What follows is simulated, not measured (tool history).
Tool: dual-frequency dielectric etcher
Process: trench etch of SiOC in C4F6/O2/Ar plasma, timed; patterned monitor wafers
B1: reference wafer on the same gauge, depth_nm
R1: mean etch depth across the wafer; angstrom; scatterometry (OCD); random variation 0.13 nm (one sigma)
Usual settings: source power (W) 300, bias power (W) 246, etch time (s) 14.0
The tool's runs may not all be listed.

run 1 day=0.000 | source_power_(W)=240 bias_power_(W)=246 etch_time_(s)=14.0 | B1=33.91 | R1=264.8
run 2 day=0.346 | source_power_(W)=300 bias_power_(W)=246 etch_time_(s)=14.0 | B1=33.90 | R1=304.5
run 3 day=0.650 | source_power_(W)=300 bias_power_(W)=246 etch_time_(s)=14.0 | B1=33.90 | R1=305.0
run 4 day=1.483 | source_power_(W)=300 bias_power_(W)=246 etch_time_(s)=14.0 | B1=33.87 | R1=302.7
run 5 day=2.054 | source_power_(W)=270 bias_power_(W)=246 etch_time_(s)=14.0 | B1=33.89 | R1=284.3
run 6 day=2.350 | source_power_(W)=270 bias_power_(W)=246 etch_time_(s)=14.0 | B1=33.95 | R1=283.5
run 7 day=2.825 | source_power_(W)=270 bias_power_(W)=246 etch_time_(s)=14.0 | B1=33.91 | R1=284.5
-- day=3.017 gauge calibrated
run 8 day=3.362 | source_power_(W)=360 bias_power_(W)=246 etch_time_(s)=14.0 | B1=33.85 | R1=330.1
run 9 day=4.038 | source_power_(W)=300 bias_power_(W)=246 etch_time_(s)=14.0 | B1=33.94 | R1=303.0
-- day=5.567 upper electrode replaced
run 10 day=5.588 | source_power_(W)=300 bias_power_(W)=246 etch_time_(s)=14.0 | B1=33.92 | R1=301.9
run 11 day=5.604 | source_power_(W)=230 bias_power_(W)=196 etch_time_(s)=11.5 | B1=33.86 | R1=193.2
run 12 day=5.808 | source_power_(W)=300 bias_power_(W)=246 etch_time_(s)=14.0 | B1=33.90 | R1=300.5
run 13 day=6.471 | source_power_(W)=300 bias_power_(W)=246 etch_time_(s)=17.0 | B1=33.89 | R1=366.3
run 14 day=6.942 | source_power_(W)=360 bias_power_(W)=246 etch_time_(s)=10.5 | B1=33.90 | R1=245.4
-- day=7.708 source power generator calibrated
-- day=8.200 wet clean of the chamber
run 15 day=8.221 | source_power_(W)=300 bias_power_(W)=246 etch_time_(s)=14.0 | B1=33.92 | R1=307.3
run 16 day=8.233 | source_power_(W)=300 bias_power_(W)=283 etch_time_(s)=14.0 | B1=33.89 | R1=323.7
run 17 day=8.250 | source_power_(W)=300 bias_power_(W)=246 etch_time_(s)=14.0 | B1=33.91 | R1=308.0
run 18 day=8.700 | source_power_(W)=300 bias_power_(W)=246 etch_time_(s)=14.0 | B1=33.86 | R1=309.1
run 19 day=9.258 | source_power_(W)=230 bias_power_(W)=277 etch_time_(s)=16.0 | B1=33.84 | R1=314.6
run 20 day=9.588 | source_power_(W)=230 bias_power_(W)=192 etch_time_(s)=10.5 | B1=33.92 | R1=178.7
run 21 day=9.921 | source_power_(W)=260 bias_power_(W)=215 etch_time_(s)=15.5 | B1=33.91 | R1=297.1
-- day=10.262 bias power generator calibrated
run 22 day=10.646 | source_power_(W)=330 bias_power_(W)=287 etch_time_(s)=11.5 | B1=33.95 | R1=280.6
run 23 day=11.062 | source_power_(W)=300 bias_power_(W)=246 etch_time_(s)=14.0 | B1=33.89 | R1=306.1
run 24 day=11.704 | source_power_(W)=380 bias_power_(W)=246 etch_time_(s)=14.0 | B1=33.89 | R1=347.0
run 25 day=12.333 | source_power_(W)=300 bias_power_(W)=246 etch_time_(s)=14.0 | B1=33.89 | R1=308.2
run 26 day=13.029 | source_power_(W)=260 bias_power_(W)=246 etch_time_(s)=11.0 | B1=33.89 | R1=218.8
run 27 day=13.362 | source_power_(W)=260 bias_power_(W)=246 etch_time_(s)=14.0 | B1=33.88 | R1=279.0
run 28 day=14.029 | source_power_(W)=300 bias_power_(W)=246 etch_time_(s)=15.5 | B1=33.93 | R1=336.8
run 29 day=14.529 | source_power_(W)=340 bias_power_(W)=295 etch_time_(s)=14.0 | B1=33.87 | R1=349.6
run 30 day=14.821 | source_power_(W)=300 bias_power_(W)=246 etch_time_(s)=14.0 | B1=33.94 | R1=302.4

Forecast each of these 4 alternatives for the next run:
run A day=14.838 | source_power_(W)=300 bias_power_(W)=246 etch_time_(s)=14.0 | B1=? | R1=?
run B day=14.838 | source_power_(W)=340 bias_power_(W)=246 etch_time_(s)=15.0 | B1=? | R1=?
run C day=14.838 | source_power_(W)=370 bias_power_(W)=285 etch_time_(s)=14.0 | B1=? | R1=?
run D day=14.838 | source_power_(W)=330 bias_power_(W)=285 etch_time_(s)=14.0 | B1=? | R1=?

run=A B1=33.94 R1=305.1
run=B B1=33.94 R1=349.6
run=C B1=33.94 R1=360.1
run=D B1=33.94 R1=339.5
Without the tool's hidden state the same runs would have given:
run=A R1=307.8
run=B R1=352.6
run=C R1=363.2
run=D R1=342.5
